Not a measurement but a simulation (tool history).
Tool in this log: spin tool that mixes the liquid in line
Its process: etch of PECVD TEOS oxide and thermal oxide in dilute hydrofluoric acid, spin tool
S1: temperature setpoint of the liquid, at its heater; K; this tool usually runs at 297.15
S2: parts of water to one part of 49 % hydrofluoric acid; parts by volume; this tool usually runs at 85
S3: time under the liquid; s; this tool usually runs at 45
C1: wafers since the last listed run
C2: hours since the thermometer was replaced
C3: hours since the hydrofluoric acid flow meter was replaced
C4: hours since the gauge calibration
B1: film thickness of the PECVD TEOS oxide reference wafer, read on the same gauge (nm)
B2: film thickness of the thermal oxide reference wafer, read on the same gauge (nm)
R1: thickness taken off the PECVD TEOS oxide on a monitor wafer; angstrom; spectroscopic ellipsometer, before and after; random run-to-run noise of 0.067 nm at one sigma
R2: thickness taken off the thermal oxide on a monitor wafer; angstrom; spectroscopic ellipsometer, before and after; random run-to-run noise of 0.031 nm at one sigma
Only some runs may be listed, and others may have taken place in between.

run,day,S1,S2,S3,C1,C2,C3,C4,B1,B2,R1,R2
1,0,297.15,85,45,0,1378.9,290.4,398.5,99.99,109.996,123.9,27.03
2,0.362,297.15,85,45,78,1387.6,299.1,407.2,100.01,110.009,123.7,27.49
3,0.85,297.15,85,45,105,1399.3,310.8,418.9,99.99,110.014,124.6,27.76
4,1.375,297.15,85,45,113,1411.9,323.4,431.5,100.01,110.012,123.4,27.63
# day 1.879: thermometer replaced
5,2.025,297.15,85,45,131,3.5,339,447.1,99.99,109.987,115,25.75
6,2.404,297.15,85,45,81,12.6,348.1,456.2,100,109.987,114.2,25.13
7,2.825,297.15,100,45,90,22.7,358.2,466.3,100.02,109.992,95.2,21.39
8,3.188,297.15,100,45,78,31.4,366.9,475,100,110.016,95.5,21.18
9,3.808,297.15,75,45,134,46.3,381.8,489.9,100,110.006,130.4,29.12
# day 3.967: gauge calibrated
10,4.458,297.15,75,45,140,61.9,397.4,11.8,100,109.982,130.7,29.03
11,5.004,297.15,50,35,117,75,410.5,24.9,100,109.987,157.8,34.81
12,6.333,301.15,85,55,287,106.9,442.4,56.8,100.01,110.006,161.8,35.82
13,6.975,297.15,85,60,138,122.3,457.8,72.2,100,110.001,152.1,33.55
14,7.55,298.65,85,65,124,136.1,471.6,86,100.02,110.024,172.7,38.57
15,8.233,293.15,110,55,147,152.5,488,102.4,100.01,110.017,87.5,19.69
16,8.688,293.65,85,30,98,163.4,498.9,113.3,99.99,110.006,65.4,14.32
17,9.4,297.15,60,45,153,180.5,516,130.4,100.01,110,164.9,36.2
18,9.783,297.15,85,45,82,189.7,525.2,139.6,100,110.001,112.1,24.46
19,10.133,294.65,125,30,75,198.1,533.6,148,100.01,110.016,43.7,9.83
# day 10.875: hydrofluoric acid flow meter replaced
20,11.4,298.65,85,65,264,228.5,12.6,178.4,100.02,110.018,187.4,41.42
21,12.004,298.65,110,55,130,243,27.1,192.9,99.99,110.006,117.7,26.43
22,12.583,299.15,100,70,125,256.9,41,206.8,100.01,110.031,171.5,37.74
23,13.179,292.15,55,25,128,271.2,55.3,221.1,100.01,109.985,87.5,19.13
24,13.562,297.15,115,45,82,280.4,64.5,230.3,99.99,109.992,86.1,19.46
25,14.25,297.15,85,45,148,296.9,81,246.8,100.01,109.99,121.1,26.64
26,14.758,299.65,120,45,109,309.1,93.2,259,100,110.008,90.6,19.81

What differs in the tool's unlogged condition from the final listed run ahead of each entry between runs to the first listed run following it?
After run 4, before run 5: thermometer replaced (day 1.879)
  liquid hotter than its thermometer reads (K): 2.29 -> 0.424; hydrofluoric acid flow below the setpoint (%): 4.38 -> 4.57
  measured result minus the result with no hidden state, R1: +4.9 -> -4.1 angstrom; R2: +1.11 -> -0.92 angstrom
After run 9, before run 10: gauge calibrated (day 3.967)
  liquid hotter than its thermometer reads (K): 0.491 -> 0.515; hydrofluoric acid flow below the setpoint (%): 5.12 -> 5.31
  measured result minus the result with no hidden state, R1: -5.1 -> -5.3 angstrom; R2: -1.12 -> -1.17 angstrom
After run 19, before run 20: hydrofluoric acid flow meter replaced (day 10.875)
  liquid hotter than its thermometer reads (K): 0.727 -> 0.774; hydrofluoric acid flow below the setpoint (%): 7.04 -> 0.257
  measured result minus the result with no hidden state, R1: -2.4 -> +5 angstrom; R2: -0.55 -> +1.13 angstrom
